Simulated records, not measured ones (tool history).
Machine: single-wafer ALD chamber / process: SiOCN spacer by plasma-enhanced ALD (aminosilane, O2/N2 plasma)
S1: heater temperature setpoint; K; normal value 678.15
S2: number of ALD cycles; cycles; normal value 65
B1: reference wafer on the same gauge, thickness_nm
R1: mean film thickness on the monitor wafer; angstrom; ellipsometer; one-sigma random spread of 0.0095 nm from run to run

| run | hour | S1 | S2 | B1 | R1 |
|---|---|---|---|---|---|
| 1 | 0.0 | 678.15 | 72 | 3.839 | 42.02 |
| 2 | 17.4 | 678.15 | 65 | 3.842 | 38.16 |
| 3 | 28.2 | 678.15 | 65 | 3.840 | 38.14 |
| 4 | 39.6 | 678.15 | 65 | 3.840 | 38.12 |
| 5 | 49.5 | 678.15 | 65 | 3.841 | 38.16 |
| 6 | 65.2 | 678.15 | 65 | 3.838 | 38.17 |
| 7 | 74.5 | 678.15 | 65 | 3.842 | 38.24 |
| 8 | 83.8 | 678.15 | 65 | 3.844 | 38.23 |
| 9 | 99.2 | 678.15 | 58 | 3.838 | 34.05 |
| 10 | 116.7 | 678.15 | 58 | 3.838 | 34.03 |
| 11 | 131.0 | 689.15 | 57 | 3.842 | 32.30 |
| 12 | 148.1 | 678.15 | 65 | 3.841 | 38.21 |
|  | 163.7 | thermocouple changed; heater temperature recalibrated |
| 13 | 164.2 | 678.15 | 65 | 3.838 | 38.25 |
| 14 | 179.9 | 678.15 | 65 | 3.841 | 38.11 |
| 15 | 190.1 | 690.15 | 65 | 3.838 | 36.69 |
| 16 | 203.4 | 667.15 | 75 | 3.840 | 44.79 |
| 17 | 211.3 | 687.15 | 65 | 3.841 | 37.26 |
| 18 | 229.1 | 678.15 | 65 | 3.841 | 38.10 |
| 19 | 244.8 | 678.15 | 65 | 3.842 | 38.14 |
| 20 | 256.8 | 682.15 | 65 | 3.841 | 37.58 |
| 21 | 274.1 | 684.15 | 77 | 3.837 | 44.63 |
|  | 278.8 | gauge calibrated |
| 22 | 283.1 | 668.15 | 60 | 3.839 | 35.71 |
| 23 | 295.6 | 673.15 | 65 | 3.839 | 38.79 |
| 24 | 307.8 | 678.15 | 65 | 3.842 | 38.27 |
| 25 | 323.4 | 678.15 | 65 | 3.837 | 38.09 |
| 26 | 338.8 | 678.15 | 70 | 3.840 | 41.18 |
| 27 | 344.9 | 669.15 | 68 | 3.836 | 40.53 |
| 28 | 362.7 | 691.15 | 54 | 3.842 | 30.43 |

4 ways to go on from here, each from the tool as it stands after run 28. What would each give?
| A | 363.2 | 678.15 | 57 | ? | ? |
| B | 363.2 | 688.15 | 60 | ? | ? |
| C | 363.2 | 664.15 | 65 | ? | ? |
| D | 363.2 | 691.15 | 56 | ? | ? |

| run | B1 | R1 |
|---|---|---|
| A | 3.839 | 33.47 |
| B | 3.839 | 34.17 |
| C | 3.839 | 38.75 |
| D | 3.839 | 31.60 |
Had the tool no hidden state, the same runs would have come out as:
| run | R1 |
|---|---|
| A | 33.47 |
| B | 34.17 |
| C | 38.75 |
| D | 31.60 |
